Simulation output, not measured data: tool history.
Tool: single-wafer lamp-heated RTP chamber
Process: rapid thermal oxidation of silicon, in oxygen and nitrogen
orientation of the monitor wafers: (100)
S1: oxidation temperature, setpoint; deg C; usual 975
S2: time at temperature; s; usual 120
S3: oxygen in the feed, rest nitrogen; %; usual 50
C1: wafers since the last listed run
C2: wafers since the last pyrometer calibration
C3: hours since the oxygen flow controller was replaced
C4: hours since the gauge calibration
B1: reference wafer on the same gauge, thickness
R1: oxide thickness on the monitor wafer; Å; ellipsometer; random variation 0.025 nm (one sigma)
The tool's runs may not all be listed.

run     day    S1   S2  S3    C1    C2      C3      C4     B1     R1
  1   0.000   975  120  50     0  5433  5009.3  1427.5  5.272  53.98
  2   2.138   975  120  50   385  5819  5060.6  1478.8  5.270  53.63
  3   4.379   975  120  50   404  6223  5114.4  1532.6  5.267  54.21
  4   8.254   975  120  50   699  6923  5207.4  1625.6  5.267  54.50
  5  11.062   975  120  50   506  7430  5274.8  1693.0  5.272  54.41
  6  13.642   983  103  50   465  7895  5336.7  1754.9  5.270  53.82
     14.471  -- pyrometer window cleaned and pyrometer calibrated
  7  16.029   983  103  50   370   280  5394.0  1812.2  5.267  52.94
  8  19.492   983  103  50   624   905  5477.1  1895.3  5.269  52.78
  9  23.654   953  120  69   751  1657  5577.0  1995.2  5.271  50.31
 10  27.912   953  120  69   768  2425  5679.2  2097.4  5.273  49.90
     30.875  -- gauge calibrated
 11  31.467   953  120  69   641  3067  5764.5    14.2  5.268  50.15
 12  34.129   975  120  50   480  3547  5828.4    78.1  5.276  53.74
 13  38.212   975  120  50   737  4284  5926.4   176.1  5.270  54.06
 14  41.746   975  120  34   637  4922  6011.2   260.9  5.270  47.46
 15  45.912   987  144  50   752  5674  6111.2   360.9  5.269  63.66
 16  47.629   965  146  31   309  5984  6152.4   402.1  5.272  46.75
 17  50.058  1004   63  41   438  6422  6210.7   460.4  5.271  47.35
 18  52.979   953   95  41   527  6950  6280.8   530.5  5.271  39.70
 19  55.696   975  120  70   490  7440  6346.0   595.7  5.266  61.51
 20  57.204   957  120  50   272  7712  6382.2   631.9  5.269  47.79
     57.612  -- pyrometer window cleaned and pyrometer calibrated
     59.892  -- oxygen flow controller replaced
 21  61.296   975  120  50   618   604    33.7   730.1  5.275  53.02
 22  69.642   996  120  76  1506  2110   234.0   930.4  5.269  71.50
 23  72.217  1003  120  50   464  2575   295.8   992.2  5.266  65.41
 24  75.004   975  120  50   503  3078   362.7  1059.1  5.268  53.41
 25  78.571   975   66  50   643  3722   448.3  1144.7  5.274  41.30
 26  83.017   946  156  50   802  4524   555.0  1251.4  5.274  48.16
 27  85.012   953  120  69   360  4885   602.9  1299.3  5.271  51.10
 28  88.396   975  120  50   610  5495   684.1  1380.5  5.265  53.98
 29  92.038   945   88  63   657  6153   771.5  1467.9  5.269  41.23

3 ways to go on from here, each from the tool as it stands after run 29. What would each give?
  A  92.058  975  120  37   3  6156  772.0  1468.4   ?   ?
  B  92.058  975  173  25   3  6156  772.0  1468.4   ?   ?
  C  92.058  996   99  23   3  6156  772.0  1468.4   ?   ?

run     B1     R1
  A  5.272  48.90
  B  5.272  50.31
  C  5.272  44.77
Without the tool's hidden state the same runs would have given:
run     R1
  A  47.92
  B  49.30
  C  43.92

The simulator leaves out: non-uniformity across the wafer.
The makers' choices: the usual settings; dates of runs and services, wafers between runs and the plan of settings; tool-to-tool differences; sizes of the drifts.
